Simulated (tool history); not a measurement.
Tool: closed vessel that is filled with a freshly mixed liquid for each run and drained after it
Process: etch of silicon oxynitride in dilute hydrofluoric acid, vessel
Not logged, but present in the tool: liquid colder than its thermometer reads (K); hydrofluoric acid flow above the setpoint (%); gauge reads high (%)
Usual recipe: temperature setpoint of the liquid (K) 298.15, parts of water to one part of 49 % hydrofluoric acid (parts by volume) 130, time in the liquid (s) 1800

| run | hour | temperature setpoint of the liquid (K) | parts of water to one part of 49 % hydrofluoric acid (parts by volume) | time in the liquid (s) | wafers since the last listed run | hours since the thermometer was replaced | hours since the hydrofluoric acid flow meter was replaced | hours since the gauge calibration | read-back film thickness of the silicon oxynitride reference wafer, read on the same gauge (nm) | thickness taken off the silicon oxynitride on a monitor wafer (nm) |
|---|---|---|---|---|---|---|---|---|---|---|
| 1 | 0 | 298.15 | 130 | 1800 | 0 | 520.2 | 1397.3 | 518.5 | 60.02 | 40.16 |
| 2 | 32.1 | 298.15 | 130 | 2595 | 1289 | 552.3 | 1429.4 | 550.6 | 59.99 | 58.18 |
| 3 | 48.2 | 298.15 | 130 | 1800 | 646 | 568.4 | 1445.5 | 566.7 | 60.02 | 39.69 |
| 4 | 83.1 | 298.15 | 130 | 1800 | 1402 | 603.3 | 1480.4 | 601.6 | 60.01 | 40.67 |
| 5 | 104 | 298.15 | 130 | 1800 | 839 | 624.2 | 1501.3 | 622.5 | 60.01 | 39.66 |
| 6 | 174.2 | 298.15 | 130 | 1800 | 2820 | 694.4 | 1571.5 | 692.7 | 59.98 | 39.22 |
| 7 | 194.4 | 298.15 | 130 | 1800 | 811 | 714.6 | 1591.7 | 712.9 | 60 | 40.11 |
| 8 | 210.2 | 298.15 | 130 | 1800 | 634 | 730.4 | 1607.5 | 728.7 | 60.03 | 40.9 |
| 9 | 229.3 | 298.15 | 130 | 1800 | 767 | 749.5 | 1626.6 | 747.8 | 60 | 39.54 |
| 10 | 250.3 | 298.15 | 165 | 1800 | 843 | 770.5 | 1647.6 | 768.8 | 59.99 | 30.79 |
| 11 | 273.5 | 303.15 | 75 | 2590 | 932 | 793.7 | 1670.8 | 792 | 60.02 | 132.59 |
| 12 | 303.9 | 298.15 | 85 | 1800 | 1221 | 824.1 | 1701.2 | 822.4 | 60.02 | 64.27 |
|  | 304.2 | gauge calibrated |
| 13 | 329.9 | 298.15 | 130 | 1800 | 1044 | 850.1 | 1727.2 | 25.7 | 59.99 | 39.81 |
| 14 | 359.2 | 298.15 | 100 | 990 | 1177 | 879.4 | 1756.5 | 55 | 60.02 | 29.27 |
|  | 366.7 | thermometer replaced |
| 15 | 383.7 | 298.15 | 130 | 1800 | 944 | 17 | 1781 | 79.5 | 59.99 | 39.71 |
|  | 397.2 | hydrofluoric acid flow meter replaced |
| 16 | 412.2 | 296.65 | 180 | 930 | 1105 | 45.5 | 15 | 108 | 60.02 | 13.49 |
| 17 | 445.9 | 301.15 | 160 | 2460 | 1354 | 79.2 | 48.7 | 141.7 | 59.99 | 50.4 |
| 18 | 474.9 | 298.15 | 130 | 1800 | 1165 | 108.2 | 77.7 | 170.7 | 60 | 40.07 |
| 19 | 490.2 | 295.15 | 130 | 2745 | 614 | 123.5 | 93 | 186 | 60 | 52.76 |
| 20 | 510.1 | 298.15 | 130 | 1800 | 799 | 143.4 | 112.9 | 205.9 | 60 | 40.35 |
| 21 | 525.7 | 299.65 | 85 | 1055 | 626 | 159 | 128.5 | 221.5 | 60 | 40.05 |
| 22 | 540.3 | 296.15 | 110 | 990 | 586 | 173.6 | 143.1 | 236.1 | 60.04 | 23.9 |
| 23 | 570.4 | 296.15 | 130 | 2680 | 1209 | 203.7 | 173.2 | 266.2 | 59.97 | 53.83 |
| 24 | 588.7 | 298.15 | 130 | 2750 | 735 | 222 | 191.5 | 284.5 | 59.99 | 61.1 |
| 25 | 601.6 | 295.65 | 175 | 1295 | 518 | 234.9 | 204.4 | 297.4 | 60.01 | 18.43 |
| 26 | 636.4 | 298.15 | 105 | 1800 | 1398 | 269.7 | 239.2 | 332.2 | 59.97 | 51.4 |
| 27 | 702.6 | 302.15 | 70 | 1800 | 2660 | 335.9 | 305.4 | 398.4 | 60.02 | 95.28 |
| 28 | 724.1 | 298.15 | 65 | 1800 | 863 | 357.4 | 326.9 | 419.9 | 60.01 | 84.55 |
| 29 | 739.1 | 298.15 | 160 | 2345 | 602 | 372.4 | 341.9 | 434.9 | 60.01 | 41.2 |
| 30 | 789 | 298.15 | 130 | 1800 | 2005 | 422.3 | 391.8 | 484.8 | 59.99 | 39.66 |
| 31 | 808 | 298.15 | 130 | 2185 | 763 | 441.3 | 410.8 | 503.8 | 60.01 | 49.16 |
| 32 | 824.7 | 298.15 | 110 | 1800 | 671 | 458 | 427.5 | 520.5 | 60.01 | 48.08 |
| 33 | 856.2 | 296.15 | 80 | 2565 | 1265 | 489.5 | 459 | 552 | 60.01 | 86.73 |
| 34 | 871.8 | 301.65 | 105 | 1800 | 626 | 505.1 | 474.6 | 567.6 | 60.03 | 58.99 |

What if the next run were any one of these 3? Each begins from the tool's condition after run 34:
| A | 873 | 298.15 | 130 | 1800 | 48 | 506.3 | 475.8 | 568.8 | ? | ? |
| B | 873 | 303.15 | 80 | 1800 | 48 | 506.3 | 475.8 | 568.8 | ? | ? |
| C | 873 | 294.15 | 90 | 1520 | 48 | 506.3 | 475.8 | 568.8 | ? | ? |

| run | read-back film thickness of the silicon oxynitride reference wafer, read on the same gauge (nm) | thickness taken off the silicon oxynitride on a monitor wafer (nm) |
|---|---|---|
| A | 59.99 | 39.92 |
| B | 59.99 | 85.41 |
| C | 59.99 | 41.59 |
The same runs, with their run-to-run variation unchanged, on a tool lacking any hidden condition would have given:
| run | thickness taken off the silicon oxynitride on a monitor wafer (nm) |
|---|---|
| A | 39.92 |
| B | 85.41 |
| C | 41.59 |
